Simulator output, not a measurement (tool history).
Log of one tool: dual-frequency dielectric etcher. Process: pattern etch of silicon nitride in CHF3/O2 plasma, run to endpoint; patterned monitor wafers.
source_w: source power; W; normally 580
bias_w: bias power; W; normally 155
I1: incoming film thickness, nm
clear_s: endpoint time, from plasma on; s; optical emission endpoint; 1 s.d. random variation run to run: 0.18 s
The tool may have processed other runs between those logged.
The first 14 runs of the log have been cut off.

{"run": 15, "hour": 772.5, "source_w": 680, "bias_w": 177, "I1": 62.7, "clear_s": 36.4}
{"run": 16, "hour": 838.2, "source_w": 580, "bias_w": 133, "I1": 62.2, "clear_s": 40.8}
{"run": 17, "hour": 872.2, "source_w": 630, "bias_w": 119, "I1": 63.3, "clear_s": 40.8}
{"hour": 927.2, "done": "wet clean of the chamber"}
{"run": 18, "hour": 927.7, "source_w": 640, "bias_w": 141, "I1": 61.9, "clear_s": 39.5}
{"run": 19, "hour": 972.7, "source_w": 490, "bias_w": 155, "I1": 62.9, "clear_s": 44.4}
{"run": 20, "hour": 999.5, "source_w": 460, "bias_w": 129, "I1": 62.7, "clear_s": 46.9}
{"run": 21, "hour": 1029.1, "source_w": 480, "bias_w": 137, "I1": 62.4, "clear_s": 45.0}
{"hour": 1089.2, "done": "upper electrode replaced"}
{"run": 22, "hour": 1092.1, "source_w": 650, "bias_w": 169, "I1": 62.8, "clear_s": 37.9}
{"run": 23, "hour": 1117.0, "source_w": 520, "bias_w": 120, "I1": 62.4, "clear_s": 44.5}
{"hour": 1220.3, "done": "source power generator calibrated"}
{"run": 24, "hour": 1284.1, "source_w": 500, "bias_w": 193, "I1": 62.7, "clear_s": 42.4}
{"run": 25, "hour": 1344.3, "source_w": 580, "bias_w": 155, "I1": 62.1, "clear_s": 41.0}
{"run": 26, "hour": 1369.1, "source_w": 650, "bias_w": 166, "I1": 62.4, "clear_s": 38.2}
{"run": 27, "hour": 1401.6, "source_w": 510, "bias_w": 126, "I1": 62.3, "clear_s": 45.4}
{"run": 28, "hour": 1458.7, "source_w": 530, "bias_w": 127, "I1": 62.8, "clear_s": 44.7}
{"run": 29, "hour": 1486.0, "source_w": 660, "bias_w": 131, "I1": 62.5, "clear_s": 39.7}
{"run": 30, "hour": 1531.2, "source_w": 580, "bias_w": 144, "I1": 62.8, "clear_s": 41.5}
{"run": 31, "hour": 1560.0, "source_w": 580, "bias_w": 155, "I1": 62.1, "clear_s": 40.4}
{"hour": 1596.7, "done": "wet clean of the chamber"}
{"run": 32, "hour": 1597.2, "source_w": 720, "bias_w": 173, "I1": 62.4, "clear_s": 36.7}
{"run": 33, "hour": 1632.0, "source_w": 640, "bias_w": 126, "I1": 62.0, "clear_s": 41.1}
{"run": 34, "hour": 1690.2, "source_w": 580, "bias_w": 181, "I1": 62.3, "clear_s": 40.1}
{"run": 35, "hour": 1737.7, "source_w": 580, "bias_w": 155, "I1": 62.4, "clear_s": 41.3}
{"run": 36, "hour": 1795.4, "source_w": 580, "bias_w": 155, "I1": 62.3, "clear_s": 41.0}

Forecast each of these 3 alternatives for the next run:
{"run": "A", "hour": 1795.8, "source_w": 580, "bias_w": 117, "I1": 62.7, "clear_s": "?"}
{"run": "B", "hour": 1795.8, "source_w": 520, "bias_w": 124, "I1": 62.7, "clear_s": "?"}
{"run": "C", "hour": 1795.8, "source_w": 530, "bias_w": 176, "I1": 62.7, "clear_s": "?"}

run=A clear_s=43.7
run=B clear_s=45.6
run=C clear_s=42.1
Stripped of hidden state, with their random variation kept, the same runs would have yielded:
run=A clear_s=44.1
run=B clear_s=46.0
run=C clear_s=42.5

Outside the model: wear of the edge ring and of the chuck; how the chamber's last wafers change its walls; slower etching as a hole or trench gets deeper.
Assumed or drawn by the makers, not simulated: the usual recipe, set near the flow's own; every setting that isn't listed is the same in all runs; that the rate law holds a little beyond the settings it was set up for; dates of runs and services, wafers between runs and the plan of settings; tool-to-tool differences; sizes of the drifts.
